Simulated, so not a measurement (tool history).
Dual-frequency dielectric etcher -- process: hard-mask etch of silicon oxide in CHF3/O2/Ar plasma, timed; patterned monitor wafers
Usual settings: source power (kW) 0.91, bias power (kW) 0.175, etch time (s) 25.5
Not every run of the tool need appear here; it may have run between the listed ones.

| run | hour | source power (kW) | bias power (kW) | etch time (s) | wafers since the last listed run | hours since the last wet clean | hours since the last source power generator calibration | hours since the last bias power generator calibration | hours since the last upper electrode change | hours since the gauge calibration | read-back reference wafer on the same gauge, depth_nm | mean etch depth across the wafer (nm) |
|---|---|---|---|---|---|---|---|---|---|---|---|---|
| 1 | 0 | 0.91 | 0.175 | 25.5 | 0 | 106.3 | 2056.3 | 1783 | 2069.3 | 1575.2 | 53.7 | 58.8 |
| 2 | 38.6 | 0.81 | 0.14 | 25.5 | 377 | 144.9 | 2094.9 | 1821.6 | 2107.9 | 1613.8 | 53.7 | 50.8 |
| 3 | 87.4 | 0.81 | 0.14 | 25.5 | 477 | 193.7 | 2143.7 | 1870.4 | 2156.7 | 1662.6 | 53.7 | 50.5 |
| 4 | 186.2 | 0.91 | 0.154 | 25.5 | 966 | 292.5 | 2242.5 | 1969.2 | 2255.5 | 1761.4 | 53.7 | 55.6 |
| 5 | 285.5 | 0.91 | 0.175 | 25.5 | 971 | 391.8 | 2341.8 | 2068.5 | 2354.8 | 1860.7 | 53.7 | 58.3 |
| 6 | 362.5 | 0.91 | 0.175 | 25.5 | 753 | 468.8 | 2418.8 | 2145.5 | 2431.8 | 1937.7 | 53.7 | 58 |
|  | 421.5 | wet clean of the chamber |
| 7 | 422 | 0.91 | 0.175 | 25.5 | 347 | 0.5 | 2478.3 | 2205 | 2491.3 | 1997.2 | 53.7 | 59.2 |
| 8 | 475.6 | 0.91 | 0.175 | 23.5 | 524 | 54.1 | 2531.9 | 2258.6 | 2544.9 | 2050.8 | 53.7 | 54.2 |
|  | 507.9 | gauge calibrated |
| 9 | 515.3 | 0.91 | 0.175 | 23.5 | 388 | 93.8 | 2571.6 | 2298.3 | 2584.6 | 7.4 | 53.7 | 54.4 |
|  | 548.5 | upper electrode replaced |
| 10 | 590.9 | 1.09 | 0.199 | 25.5 | 505 | 169.4 | 2647.2 | 2373.9 | 42.4 | 83 | 53.7 | 67.5 |
| 11 | 627.4 | 1.09 | 0.199 | 25.5 | 357 | 205.9 | 2683.7 | 2410.4 | 78.9 | 119.5 | 53.7 | 67.7 |
| 12 | 732.3 | 0.91 | 0.162 | 20 | 1026 | 310.8 | 2788.6 | 2515.3 | 183.8 | 224.4 | 53.7 | 44.2 |
| 13 | 932.6 | 0.99 | 0.214 | 25.5 | 1960 | 511.1 | 2988.9 | 2715.6 | 384.1 | 424.7 | 53.7 | 65.2 |
|  | 1034 | wet clean of the chamber |
|  | 1236.6 | source power generator calibrated |
| 14 | 1237.1 | 0.82 | 0.218 | 27.5 | 2706 | 203.1 | 0.5 | 3020.1 | 688.6 | 729.2 | 53.7 | 65.2 |
| 15 | 1283.9 | 0.91 | 0.175 | 25.5 | 458 | 249.9 | 47.3 | 3066.9 | 735.4 | 776 | 53.7 | 58.3 |
| 16 | 1368.6 | 0.91 | 0.175 | 18.5 | 828 | 334.6 | 132 | 3151.6 | 820.1 | 860.7 | 53.7 | 42.1 |
|  | 1410.2 | bias power generator calibrated |
| 17 | 1419.5 | 0.79 | 0.147 | 23 | 459 | 385.5 | 182.9 | 9.3 | 871 | 911.6 | 53.7 | 45.4 |
| 18 | 1472 | 0.85 | 0.141 | 23.5 | 513 | 438 | 235.4 | 61.8 | 923.5 | 964.1 | 53.7 | 46.9 |
|  | 1584.6 | wet clean of the chamber |
| 19 | 1585.1 | 0.91 | 0.175 | 25.5 | 872 | 0.5 | 348.5 | 174.9 | 1036.6 | 1077.2 | 53.7 | 59.5 |
| 20 | 1636 | 0.91 | 0.186 | 18.5 | 498 | 51.4 | 399.4 | 225.8 | 1087.5 | 1128.1 | 53.7 | 44 |
| 21 | 1700.8 | 0.91 | 0.175 | 25.5 | 634 | 116.2 | 464.2 | 290.6 | 1152.3 | 1192.9 | 53.7 | 59.3 |
| 22 | 1766.6 | 1.07 | 0.175 | 30.5 | 643 | 182 | 530 | 356.4 | 1218.1 | 1258.7 | 53.7 | 76.5 |
| 23 | 1866.2 | 1.02 | 0.207 | 32.5 | 974 | 281.6 | 629.6 | 456 | 1317.7 | 1358.3 | 53.7 | 84.4 |
| 24 | 1965.8 | 0.91 | 0.196 | 31.5 | 974 | 381.2 | 729.2 | 555.6 | 1417.3 | 1457.9 | 53.7 | 75.3 |
| 25 | 2059.4 | 0.91 | 0.175 | 20.5 | 916 | 474.8 | 822.8 | 649.2 | 1510.9 | 1551.5 | 53.7 | 46.3 |
|  | 2103.3 | wet clean of the chamber |
| 26 | 2125.3 | 0.91 | 0.175 | 25.5 | 410 | 22 | 888.7 | 715.1 | 1576.8 | 1617.4 | 53.7 | 59.4 |
| 27 | 2170.2 | 0.98 | 0.2 | 23.5 | 439 | 66.9 | 933.6 | 760 | 1621.7 | 1662.3 | 53.7 | 59.8 |
| 28 | 2256.3 | 0.91 | 0.175 | 25.5 | 842 | 153 | 1019.7 | 846.1 | 1707.8 | 1748.4 | 53.7 | 58.7 |
| 29 | 2330 | 1.09 | 0.155 | 25.5 | 721 | 226.7 | 1093.4 | 919.8 | 1781.5 | 1822.1 | 53.7 | 61.8 |

Each row is a separate what-if for the run after 29, all from the same tool condition, not one after another. Results?
| A | 2330.4 | 0.91 | 0.175 | 22.5 | 3 | 227.1 | 1093.8 | 920.2 | 1781.9 | 1822.5 | ? | ? |
| B | 2330.4 | 0.69 | 0.208 | 32.5 | 3 | 227.1 | 1093.8 | 920.2 | 1781.9 | 1822.5 | ? | ? |
| C | 2330.4 | 0.69 | 0.175 | 25.5 | 3 | 227.1 | 1093.8 | 920.2 | 1781.9 | 1822.5 | ? | ? |
| D | 2330.4 | 1.1 | 0.187 | 18.5 | 3 | 227.1 | 1093.8 | 920.2 | 1781.9 | 1822.5 | ? | ? |
| E | 2330.4 | 0.74 | 0.175 | 32.5 | 3 | 227.1 | 1093.8 | 920.2 | 1781.9 | 1822.5 | ? | ? |

| run | read-back reference wafer on the same gauge, depth_nm | mean etch depth across the wafer (nm) |
|---|---|---|
| A | 53.7 | 51.9 |
| B | 53.7 | 68.6 |
| C | 53.7 | 50.2 |
| D | 53.7 | 48.3 |
| E | 53.7 | 66.7 |
With the hidden condition removed and each run's random variation left untouched, the same runs would have given:
| run | mean etch depth across the wafer (nm) |
|---|---|
| A | 52.3 |
| B | 69.2 |
| C | 50.6 |
| D | 48.7 |
| E | 67.3 |

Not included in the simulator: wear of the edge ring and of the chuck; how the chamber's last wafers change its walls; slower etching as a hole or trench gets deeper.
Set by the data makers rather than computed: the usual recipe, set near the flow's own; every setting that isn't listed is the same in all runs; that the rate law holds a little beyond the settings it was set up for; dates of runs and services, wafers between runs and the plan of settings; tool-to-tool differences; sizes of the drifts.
